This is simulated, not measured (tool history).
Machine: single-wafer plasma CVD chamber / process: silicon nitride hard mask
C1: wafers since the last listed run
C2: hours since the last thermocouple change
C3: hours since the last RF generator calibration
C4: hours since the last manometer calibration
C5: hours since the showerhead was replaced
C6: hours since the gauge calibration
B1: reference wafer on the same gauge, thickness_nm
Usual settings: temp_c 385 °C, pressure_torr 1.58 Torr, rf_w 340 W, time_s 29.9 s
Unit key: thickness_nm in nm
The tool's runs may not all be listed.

{"run": 1, "hour": 0.0, "temp_c": 385, "pressure_torr": 1.58, "rf_w": 340, "time_s": 29.9, "C1": 0, "C2": 2041.9, "C3": 928.9, "C4": 931.9, "C5": 3117.3, "C6": 1759.5, "B1": 50.985, "thickness_nm": 42.234}
{"hour": 14.7, "done": "gauge calibrated"}
{"hour": 43.4, "done": "showerhead replaced"}
{"run": 2, "hour": 44.1, "temp_c": 385, "pressure_torr": 1.58, "rf_w": 320, "time_s": 29.9, "C1": 805, "C2": 2086.0, "C3": 973.0, "C4": 976.0, "C5": 0.7, "C6": 29.4, "B1": 50.957, "thickness_nm": 40.599}
{"run": 3, "hour": 92.1, "temp_c": 385, "pressure_torr": 1.58, "rf_w": 320, "time_s": 29.9, "C1": 1071, "C2": 2134.0, "C3": 1021.0, "C4": 1024.0, "C5": 48.7, "C6": 77.4, "B1": 50.997, "thickness_nm": 40.526}
{"run": 4, "hour": 145.8, "temp_c": 385, "pressure_torr": 1.58, "rf_w": 340, "time_s": 29.9, "C1": 1198, "C2": 2187.7, "C3": 1074.7, "C4": 1077.7, "C5": 102.4, "C6": 131.1, "B1": 51.011, "thickness_nm": 42.276}
{"run": 5, "hour": 174.3, "temp_c": 385, "pressure_torr": 1.58, "rf_w": 340, "time_s": 29.9, "C1": 636, "C2": 2216.2, "C3": 1103.2, "C4": 1106.2, "C5": 130.9, "C6": 159.6, "B1": 51.019, "thickness_nm": 42.222}
{"run": 6, "hour": 208.6, "temp_c": 385, "pressure_torr": 1.58, "rf_w": 340, "time_s": 25.9, "C1": 765, "C2": 2250.5, "C3": 1137.5, "C4": 1140.5, "C5": 165.2, "C6": 193.9, "B1": 51.015, "thickness_nm": 36.705}
{"hour": 249.8, "done": "capacitance manometer re-zeroed and calibrated"}
{"run": 7, "hour": 250.3, "temp_c": 385, "pressure_torr": 1.58, "rf_w": 340, "time_s": 25.9, "C1": 752, "C2": 2292.2, "C3": 1179.2, "C4": 0.5, "C5": 206.9, "C6": 235.6, "B1": 51.005, "thickness_nm": 36.53}
{"run": 8, "hour": 282.9, "temp_c": 385, "pressure_torr": 1.58, "rf_w": 340, "time_s": 25.9, "C1": 727, "C2": 2324.8, "C3": 1211.8, "C4": 33.1, "C5": 239.5, "C6": 268.2, "B1": 51.051, "thickness_nm": 36.556}
{"run": 9, "hour": 317.7, "temp_c": 385, "pressure_torr": 1.58, "rf_w": 340, "time_s": 29.9, "C1": 776, "C2": 2359.6, "C3": 1246.6, "C4": 67.9, "C5": 274.3, "C6": 303.0, "B1": 51.045, "thickness_nm": 42.418}
{"run": 10, "hour": 384.6, "temp_c": 396, "pressure_torr": 1.58, "rf_w": 340, "time_s": 32.3, "C1": 1493, "C2": 2426.5, "C3": 1313.5, "C4": 134.8, "C5": 341.2, "C6": 369.9, "B1": 50.973, "thickness_nm": 45.488}
{"run": 11, "hour": 427.6, "temp_c": 392, "pressure_torr": 1.85, "rf_w": 340, "time_s": 29.9, "C1": 959, "C2": 2469.5, "C3": 1356.5, "C4": 177.8, "C5": 384.2, "C6": 412.9, "B1": 51.027, "thickness_nm": 44.521}
{"run": 12, "hour": 496.0, "temp_c": 385, "pressure_torr": 1.58, "rf_w": 340, "time_s": 29.9, "C1": 1526, "C2": 2537.9, "C3": 1424.9, "C4": 246.2, "C5": 452.6, "C6": 481.3, "B1": 50.992, "thickness_nm": 42.209}
{"hour": 535.4, "done": "RF generator calibrated"}
{"hour": 545.3, "done": "thermocouple changed; heater temperature recalibrated"}
{"run": 13, "hour": 545.8, "temp_c": 385, "pressure_torr": 1.58, "rf_w": 340, "time_s": 29.9, "C1": 754, "C2": 0.5, "C3": 10.4, "C4": 296.0, "C5": 502.4, "C6": 531.1, "B1": 50.994, "thickness_nm": 42.798}
{"run": 14, "hour": 573.7, "temp_c": 385, "pressure_torr": 1.58, "rf_w": 340, "time_s": 29.9, "C1": 622, "C2": 28.4, "C3": 38.3, "C4": 323.9, "C5": 530.3, "C6": 559.0, "B1": 50.989, "thickness_nm": 42.877}
{"run": 15, "hour": 762.4, "temp_c": 380, "pressure_torr": 1.71, "rf_w": 280, "time_s": 26.0, "C1": 4211, "C2": 217.1, "C3": 227.0, "C4": 512.6, "C5": 719.0, "C6": 747.7, "B1": 50.933, "thickness_nm": 33.439}
{"run": 16, "hour": 801.9, "temp_c": 385, "pressure_torr": 1.58, "rf_w": 275, "time_s": 29.9, "C1": 881, "C2": 256.6, "C3": 266.5, "C4": 552.1, "C5": 758.5, "C6": 787.2, "B1": 51.002, "thickness_nm": 36.794}
{"run": 17, "hour": 835.5, "temp_c": 385, "pressure_torr": 1.44, "rf_w": 340, "time_s": 29.9, "C1": 749, "C2": 290.2, "C3": 300.1, "C4": 585.7, "C5": 792.1, "C6": 820.8, "B1": 51.05, "thickness_nm": 41.246}
{"run": 18, "hour": 885.8, "temp_c": 385, "pressure_torr": 1.48, "rf_w": 340, "time_s": 29.9, "C1": 1122, "C2": 340.5, "C3": 350.4, "C4": 636.0, "C5": 842.4, "C6": 871.1, "B1": 51.054, "thickness_nm": 41.32}
{"run": 19, "hour": 927.3, "temp_c": 394, "pressure_torr": 1.58, "rf_w": 315, "time_s": 35.2, "C1": 926, "C2": 382.0, "C3": 391.9, "C4": 677.5, "C5": 883.9, "C6": 912.6, "B1": 50.962, "thickness_nm": 47.393}
{"run": 20, "hour": 989.9, "temp_c": 385, "pressure_torr": 1.58, "rf_w": 390, "time_s": 29.9, "C1": 1397, "C2": 444.6, "C3": 454.5, "C4": 740.1, "C5": 946.5, "C6": 975.2, "B1": 50.986, "thickness_nm": 46.333}
{"run": 21, "hour": 1035.4, "temp_c": 385, "pressure_torr": 1.32, "rf_w": 370, "time_s": 33.2, "C1": 1015, "C2": 490.1, "C3": 500.0, "C4": 785.6, "C5": 992.0, "C6": 1020.7, "B1": 50.992, "thickness_nm": 46.174}
{"run": 22, "hour": 1081.1, "temp_c": 399, "pressure_torr": 1.58, "rf_w": 340, "time_s": 29.9, "C1": 1019, "C2": 535.8, "C3": 545.7, "C4": 831.3, "C5": 1037.7, "C6": 1066.4, "B1": 50.981, "thickness_nm": 42.109}
{"run": 23, "hour": 1111.3, "temp_c": 385, "pressure_torr": 1.58, "rf_w": 340, "time_s": 29.9, "C1": 673, "C2": 566.0, "C3": 575.9, "C4": 861.5, "C5": 1067.9, "C6": 1096.6, "B1": 50.99, "thickness_nm": 42.398}
{"run": 24, "hour": 1170.2, "temp_c": 376, "pressure_torr": 1.27, "rf_w": 370, "time_s": 35.8, "C1": 1314, "C2": 624.9, "C3": 634.8, "C4": 920.4, "C5": 1126.8, "C6": 1155.5, "B1": 51.03, "thickness_nm": 49.17}

Predict the results of run 25:
{"hour": 1269.8, "done": "capacitance manometer re-zeroed and calibrated"}
{"run": 25, "hour": 1289.4, "temp_c": 374, "pressure_torr": 1.74, "rf_w": 300, "time_s": 28.3, "C1": 2481, "C2": 744.1, "C3": 754.0, "C4": 19.6, "C5": 1246.0, "C6": 1274.7, "B1": "?", "thickness_nm": "?"}

{"run 25": {"B1": 51.015, "thickness_nm": 38.003}}
Minus the tool's unlogged condition, the same run would have read thickness_nm 38.607 nm.

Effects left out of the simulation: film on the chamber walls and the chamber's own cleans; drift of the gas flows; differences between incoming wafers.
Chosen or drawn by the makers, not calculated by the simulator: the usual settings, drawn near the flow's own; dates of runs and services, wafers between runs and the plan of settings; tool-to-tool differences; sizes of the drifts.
